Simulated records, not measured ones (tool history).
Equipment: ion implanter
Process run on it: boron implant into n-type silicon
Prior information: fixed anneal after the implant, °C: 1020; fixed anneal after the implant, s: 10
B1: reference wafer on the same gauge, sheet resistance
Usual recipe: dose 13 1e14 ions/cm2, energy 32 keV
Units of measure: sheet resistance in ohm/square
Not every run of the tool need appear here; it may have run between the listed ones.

Run 1, hour 0: usual settings but dose 13.8 1e14 ions/cm2; B1 105.59. Result: sheet resistance 85.56 ohm/square.
Run 2, hour 49.3: usual settings but dose 14.26 1e14 ions/cm2, energy 29.5 keV; B1 105.4. Result: sheet resistance 83.57 ohm/square.
Run 3, hour 105.2: usual settings but dose 14.26 1e14 ions/cm2, energy 29.5 keV; B1 105.24. Result: sheet resistance 83.72 ohm/square.
Run 4, hour 134: usual settings; B1 105.22. Result: sheet resistance 89.05 ohm/square.
Run 5, hour 192.5: usual settings; B1 105.09. Result: sheet resistance 89.05 ohm/square.
Run 6, hour 253.2: usual settings but dose 10.8 1e14 ions/cm2, energy 39.5 keV; B1 104.85. Result: sheet resistance 102.74 ohm/square.
Run 7, hour 304.4: usual settings but dose 10.8 1e14 ions/cm2, energy 39.5 keV; B1 104.89. Result: sheet resistance 102.27 ohm/square.
Run 8, hour 369.3: usual settings but dose 10.8 1e14 ions/cm2, energy 39.5 keV; B1 104.74. Result: sheet resistance 102.27 ohm/square.
Run 9, hour 395.6: usual settings; B1 104.75. Result: sheet resistance 89.32 ohm/square.
Run 10, hour 421.5: usual settings; B1 104.76. Result: sheet resistance 88.8 ohm/square.
Run 11, hour 461.1: usual settings but energy 24 keV; B1 104.68. Result: sheet resistance 91.08 ohm/square.
At hour 501.5: Faraday cup replaced and dose calibrated.
Run 12, hour 506.1: usual settings but energy 29.5 keV; B1 104.55. Result: sheet resistance 89.2 ohm/square.
Run 13, hour 572.7: usual settings but energy 29.5 keV; B1 104.5. Result: sheet resistance 89.38 ohm/square.
At hour 636.5: extraction supply calibrated.
Run 14, hour 637: usual settings but dose 11.58 1e14 ions/cm2, energy 24 keV; B1 104.5. Result: sheet resistance 99.44 ohm/square.
Run 15, hour 665.9: usual settings but dose 11.58 1e14 ions/cm2, energy 24 keV; B1 104.44. Result: sheet resistance 99.22 ohm/square.
Run 16, hour 700.7: usual settings but dose 11.58 1e14 ions/cm2, energy 24 keV; B1 104.42. Result: sheet resistance 99.42 ohm/square.
Run 17, hour 736.6: usual settings; B1 104.45. Result: sheet resistance 88.4 ohm/square.
Run 18, hour 797.3: usual settings; B1 104.41. Result: sheet resistance 88.73 ohm/square.
Run 19, hour 838.9: usual settings but dose 16.35 1e14 ions/cm2, energy 28.5 keV; B1 104.37. Result: sheet resistance 75.33 ohm/square.
Run 20, hour 947.8: usual settings but energy 26.5 keV; B1 104.35. Result: sheet resistance 89.42 ohm/square.
At hour 977.5: gauge calibrated.
Run 21, hour 997.6: usual settings but dose 9.63 1e14 ions/cm2, energy 28.5 keV; B1 108.23. Result: sheet resistance 118.84 ohm/square.
At hour 1125.3: Faraday cup replaced and dose calibrated.
Run 22, hour 1129.3: usual settings but dose 16.73 1e14 ions/cm2; B1 107.36. Result: sheet resistance 74.73 ohm/square.
Run 23, hour 1159.2: usual settings but dose 15.1 1e14 ions/cm2, energy 21 keV; B1 107.22. Result: sheet resistance 85.04 ohm/square.
Run 24, hour 1197.2: usual settings but dose 16.58 1e14 ions/cm2, energy 40 keV; B1 107.05. Result: sheet resistance 73.72 ohm/square.
Run 25, hour 1251.8: usual settings but dose 16.27 1e14 ions/cm2, energy 28 keV; B1 106.84. Result: sheet resistance 77.12 ohm/square.
Run 26, hour 1317.4: usual settings but dose 10.57 1e14 ions/cm2, energy 41.5 keV; B1 106.48. Result: sheet resistance 105.8 ohm/square.
Run 27, hour 1362.4: usual settings but dose 12.12 1e14 ions/cm2; B1 106.23. Result: sheet resistance 95.57 ohm/square.
Run 28, hour 1413.9: usual settings but dose 10.88 1e14 ions/cm2, energy 28 keV; B1 106.13. Result: sheet resistance 104.39 ohm/square.
Run 29, hour 1448.8: usual settings but dose 10.8 1e14 ions/cm2, energy 25 keV; B1 106.03. Result: sheet resistance 106.2 ohm/square.
Run 30, hour 1475: usual settings; B1 106.02. Result: sheet resistance 89.81 ohm/square.

Run 31 has not been measured yet. What should we expect?
Run 31, hour 1538.3: usual settings but energy 35.5 keV; B1 ?. Result: sheet resistance ?.

{"run 31": {"B1": 105.82, "sheet resistance": 89.1}}
If the tool had no hidden condition, the same run with the same run-to-run variation would have returned sheet resistance 90.85 ohm/square.
